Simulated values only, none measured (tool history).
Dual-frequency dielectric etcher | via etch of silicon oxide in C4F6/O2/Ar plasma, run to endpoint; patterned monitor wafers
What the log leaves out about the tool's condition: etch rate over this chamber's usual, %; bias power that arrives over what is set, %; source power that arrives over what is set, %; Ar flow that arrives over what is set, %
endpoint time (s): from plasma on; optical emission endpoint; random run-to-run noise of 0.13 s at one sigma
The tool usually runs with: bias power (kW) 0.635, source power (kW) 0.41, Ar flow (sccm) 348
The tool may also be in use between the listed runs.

run	hour	bias power (kW)	source power (kW)	Ar flow (sccm)	wafers since the last listed run	hours since the last wet clean	hours since the last bias power generator calibration	hours since the last source power generator calibration	hours since the last Ar flow controller change	hours since the last upper electrode change	incoming incoming film thickness, nm	endpoint time (s)
1	0	0.712	0.41	279	0	621	2610.2	1582.1	1073.7	40.5	111.6	19.4
# hour 70.5: wet clean of the chamber
2	71	0.712	0.41	279	435	0.5	2681.2	1653.1	1144.7	111.5	110	20.4
# hour 109.4: bias power generator calibrated
3	136.2	0.635	0.41	348	566	65.7	26.8	1718.3	1209.9	176.7	111.8	21.6
4	233.7	0.635	0.41	348	903	163.2	124.3	1815.8	1307.4	274.2	110.2	21.2
5	306.8	0.635	0.41	348	677	236.3	197.4	1888.9	1380.5	347.3	110.7	21.3
6	367	0.672	0.43	348	557	296.5	257.6	1949.1	1440.7	407.5	110.4	20.4
7	424.2	0.697	0.38	419	529	353.7	314.8	2006.3	1497.9	464.7	110.8	21.3
8	494.1	0.635	0.41	348	647	423.6	384.7	2076.2	1567.8	534.6	109.9	20.8
9	546.4	0.635	0.41	348	484	475.9	437	2128.5	1620.1	586.9	110.2	20.9
10	641.4	0.635	0.41	348	879	570.9	532	2223.5	1715.1	681.9	110.5	20.8
11	683.4	0.635	0.51	421	389	612.9	574	2265.5	1757.1	723.9	110.8	19.5
# hour 703.7: source power generator calibrated
12	774.9	0.686	0.41	370	810	704.4	665.5	71.2	1848.6	815.4	111.1	20.3
# hour 837.1: wet clean of the chamber
13	837.6	0.635	0.49	348	358	0.5	728.2	133.9	1911.3	878.1	111.7	20.7
14	901.2	0.511	0.41	399	589	64.1	791.8	197.5	1974.9	941.7	110.1	23.2
15	950.9	0.635	0.41	348	460	113.8	841.5	247.2	2024.6	991.4	110.3	21.4
# hour 991.5: Ar flow controller replaced
16	998.3	0.758	0.33	267	383	161.2	888.9	294.6	6.8	1038.8	110.6	20.9
17	1060.2	0.635	0.41	348	573	223.1	950.8	356.5	68.7	1100.7	110	21.1
18	1120.4	0.635	0.41	296	557	283.3	1011	416.7	128.9	1160.9	109.6	20.6
19	1226.3	0.635	0.41	348	980	389.2	1116.9	522.6	234.8	1266.8	111.2	20.9
20	1322.9	0.479	0.41	348	894	485.8	1213.5	619.2	331.4	1363.4	111.2	22.6
21	1363	0.507	0.49	281	371	525.9	1253.6	659.3	371.5	1403.5	109.9	20.5
22	1441.3	0.494	0.35	279	725	604.2	1331.9	737.6	449.8	1481.8	110.5	22.7
23	1513.3	0.518	0.34	348	666	676.2	1403.9	809.6	521.8	1553.8	111.4	23.2
24	1567.4	0.712	0.41	279	501	730.3	1458	863.7	575.9	1607.9	110.4	18.8
# hour 1608.9: wet clean of the chamber
25	1662.3	0.635	0.41	348	656	53.4	1552.9	958.6	670.8	1702.8	110.9	21.4
26	1738.7	0.635	0.41	392	707	129.8	1629.3	1035	747.2	1779.2	110.3	21.5
27	1799.6	0.545	0.41	348	564	190.7	1690.2	1095.9	808.1	1840.1	111.2	22.3
28	1854.4	0.591	0.32	348	507	245.5	1745	1150.7	862.9	1894.9	111.1	23.3
29	1955	0.543	0.41	348	931	346.1	1845.6	1251.3	963.5	1995.5	110.9	22.2

Predict each of these 4 candidate next runs independently; none follows another, all start after run 29:
A	1955.4	0.635	0.41	348	3	346.5	1846	1251.7	963.9	1995.9	111.2	?
B	1955.4	0.488	0.41	266	3	346.5	1846	1251.7	963.9	1995.9	111.2	?
C	1955.4	0.567	0.41	348	3	346.5	1846	1251.7	963.9	1995.9	111.2	?
D	1955.4	0.55	0.41	348	3	346.5	1846	1251.7	963.9	1995.9	111.2	?

run	endpoint time (s)
A	21.2
B	22.4
C	22
D	22.2
Without the tool's unlogged condition, the same runs would have read:
run	endpoint time (s)
A	21.7
B	23
C	22.5
D	22.8
